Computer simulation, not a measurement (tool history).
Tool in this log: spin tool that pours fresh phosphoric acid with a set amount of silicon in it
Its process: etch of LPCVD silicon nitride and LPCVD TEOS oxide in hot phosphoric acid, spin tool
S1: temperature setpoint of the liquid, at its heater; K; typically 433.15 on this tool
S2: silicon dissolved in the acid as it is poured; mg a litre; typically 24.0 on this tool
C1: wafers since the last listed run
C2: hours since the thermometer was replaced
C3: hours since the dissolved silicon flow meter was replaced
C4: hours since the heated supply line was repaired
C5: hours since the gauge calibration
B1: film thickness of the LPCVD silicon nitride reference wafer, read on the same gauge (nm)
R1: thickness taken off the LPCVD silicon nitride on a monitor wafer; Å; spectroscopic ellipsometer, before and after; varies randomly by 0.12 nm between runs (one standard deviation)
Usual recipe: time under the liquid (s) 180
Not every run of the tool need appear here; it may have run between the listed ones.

{"run": 1, "day": 0.0, "S1": 433.15, "S2": 24.0, "time under the liquid (s)": 180, "C1": 0, "C2": 691.4, "C3": 1752.1, "C4": 1200.3, "C5": 314.3, "B1": 129.98, "R1": 174.0}
{"run": 2, "day": 0.646, "S1": 433.15, "S2": 24.0, "time under the liquid (s)": 180, "C1": 121, "C2": 706.9, "C3": 1767.6, "C4": 1215.8, "C5": 329.8, "B1": 129.99, "R1": 174.1}
{"run": 3, "day": 1.075, "S1": 433.15, "S2": 24.0, "time under the liquid (s)": 180, "C1": 80, "C2": 717.2, "C3": 1777.9, "C4": 1226.1, "C5": 340.1, "B1": 130.01, "R1": 175.8}
{"day": 1.254, "done": "dissolved silicon flow meter replaced"}
{"run": 4, "day": 1.5, "S1": 433.15, "S2": 24.0, "time under the liquid (s)": 180, "C1": 72, "C2": 727.4, "C3": 5.9, "C4": 1236.3, "C5": 350.3, "B1": 129.98, "R1": 174.1}
{"run": 5, "day": 2.133, "S1": 433.15, "S2": 24.0, "time under the liquid (s)": 180, "C1": 119, "C2": 742.6, "C3": 21.1, "C4": 1251.5, "C5": 365.5, "B1": 130.01, "R1": 175.2}
{"run": 6, "day": 2.475, "S1": 433.15, "S2": 24.0, "time under the liquid (s)": 180, "C1": 64, "C2": 750.8, "C3": 29.3, "C4": 1259.7, "C5": 373.7, "B1": 129.99, "R1": 174.0}
{"day": 2.638, "done": "thermometer replaced"}
{"run": 7, "day": 2.754, "S1": 434.15, "S2": 24.0, "time under the liquid (s)": 135, "C1": 44, "C2": 2.8, "C3": 36.0, "C4": 1266.4, "C5": 380.4, "B1": 130.0, "R1": 136.4}
{"day": 3.129, "done": "gauge calibrated"}
{"run": 8, "day": 3.338, "S1": 434.15, "S2": 24.0, "time under the liquid (s)": 135, "C1": 109, "C2": 16.8, "C3": 50.0, "C4": 1280.4, "C5": 5.0, "B1": 130.02, "R1": 134.2}
{"run": 9, "day": 3.854, "S1": 433.15, "S2": 30.0, "time under the liquid (s)": 180, "C1": 97, "C2": 29.2, "C3": 62.4, "C4": 1292.8, "C5": 17.4, "B1": 130.02, "R1": 173.3}
{"run": 10, "day": 4.308, "S1": 430.15, "S2": 24.0, "time under the liquid (s)": 180, "C1": 85, "C2": 40.1, "C3": 73.3, "C4": 1303.7, "C5": 28.3, "B1": 130.0, "R1": 155.8}
{"run": 11, "day": 4.892, "S1": 431.15, "S2": 24.0, "time under the liquid (s)": 150, "C1": 109, "C2": 54.1, "C3": 87.3, "C4": 1317.7, "C5": 42.3, "B1": 130.03, "R1": 137.1}
{"run": 12, "day": 5.204, "S1": 433.15, "S2": 24.0, "time under the liquid (s)": 180, "C1": 58, "C2": 61.6, "C3": 94.8, "C4": 1325.2, "C5": 49.8, "B1": 129.99, "R1": 175.5}
{"run": 13, "day": 6.921, "S1": 433.15, "S2": 24.0, "time under the liquid (s)": 180, "C1": 323, "C2": 102.8, "C3": 136.0, "C4": 1366.4, "C5": 91.0, "B1": 130.03, "R1": 174.1}
{"run": 14, "day": 7.933, "S1": 435.15, "S2": 38.5, "time under the liquid (s)": 275, "C1": 190, "C2": 127.1, "C3": 160.3, "C4": 1390.7, "C5": 115.3, "B1": 130.04, "R1": 283.1}
{"day": 8.25, "done": "heated supply line repaired"}
{"run": 15, "day": 8.508, "S1": 433.15, "S2": 24.0, "time under the liquid (s)": 180, "C1": 100, "C2": 140.9, "C3": 174.1, "C4": 6.2, "C5": 129.1, "B1": 129.99, "R1": 173.8}
{"run": 16, "day": 9.25, "S1": 433.15, "S2": 24.0, "time under the liquid (s)": 180, "C1": 139, "C2": 158.7, "C3": 191.9, "C4": 24.0, "C5": 146.9, "B1": 130.0, "R1": 176.5}
{"run": 17, "day": 9.788, "S1": 433.15, "S2": 32.5, "time under the liquid (s)": 180, "C1": 101, "C2": 171.6, "C3": 204.8, "C4": 36.9, "C5": 159.8, "B1": 129.97, "R1": 174.2}
{"run": 18, "day": 10.4, "S1": 433.15, "S2": 24.0, "time under the liquid (s)": 285, "C1": 115, "C2": 186.3, "C3": 219.5, "C4": 51.6, "C5": 174.5, "B1": 129.99, "R1": 277.4}
{"run": 19, "day": 11.096, "S1": 433.15, "S2": 5.5, "time under the liquid (s)": 180, "C1": 131, "C2": 203.0, "C3": 236.2, "C4": 68.3, "C5": 191.2, "B1": 129.99, "R1": 174.5}
{"run": 20, "day": 11.983, "S1": 434.15, "S2": 38.5, "time under the liquid (s)": 210, "C1": 167, "C2": 224.3, "C3": 257.5, "C4": 89.6, "C5": 212.5, "B1": 129.99, "R1": 208.6}
{"run": 21, "day": 12.438, "S1": 433.15, "S2": 5.5, "time under the liquid (s)": 105, "C1": 85, "C2": 235.2, "C3": 268.4, "C4": 100.5, "C5": 223.4, "B1": 130.01, "R1": 101.2}
{"run": 22, "day": 13.112, "S1": 433.15, "S2": 24.0, "time under the liquid (s)": 180, "C1": 127, "C2": 251.4, "C3": 284.6, "C4": 116.7, "C5": 239.6, "B1": 130.03, "R1": 172.9}
{"run": 23, "day": 13.85, "S1": 435.65, "S2": 37.0, "time under the liquid (s)": 250, "C1": 139, "C2": 269.1, "C3": 302.3, "C4": 134.4, "C5": 257.3, "B1": 129.98, "R1": 263.3}

Below are 3 alternative next runs, each starting from the tool's condition after run 23. Predict each:
{"run": "A", "day": 13.871, "S1": 433.15, "S2": 24.0, "time under the liquid (s)": 180, "C1": 3, "C2": 269.6, "C3": 302.8, "C4": 134.9, "C5": 257.8, "B1": "?", "R1": "?"}
{"run": "B", "day": 13.871, "S1": 435.15, "S2": 41.0, "time under the liquid (s)": 275, "C1": 3, "C2": 269.6, "C3": 302.8, "C4": 134.9, "C5": 257.8, "B1": "?", "R1": "?"}
{"run": "C", "day": 13.871, "S1": 433.15, "S2": 15.5, "time under the liquid (s)": 215, "C1": 3, "C2": 269.6, "C3": 302.8, "C4": 134.9, "C5": 257.8, "B1": "?", "R1": "?"}

run=A B1=130.03 R1=176.7
run=B B1=130.03 R1=288.7
run=C B1=130.03 R1=211.1
With the hidden condition removed and each run's random variation left untouched, the same runs would have given:
run=A R1=176.7
run=B R1=288.7
run=C R1=211.1

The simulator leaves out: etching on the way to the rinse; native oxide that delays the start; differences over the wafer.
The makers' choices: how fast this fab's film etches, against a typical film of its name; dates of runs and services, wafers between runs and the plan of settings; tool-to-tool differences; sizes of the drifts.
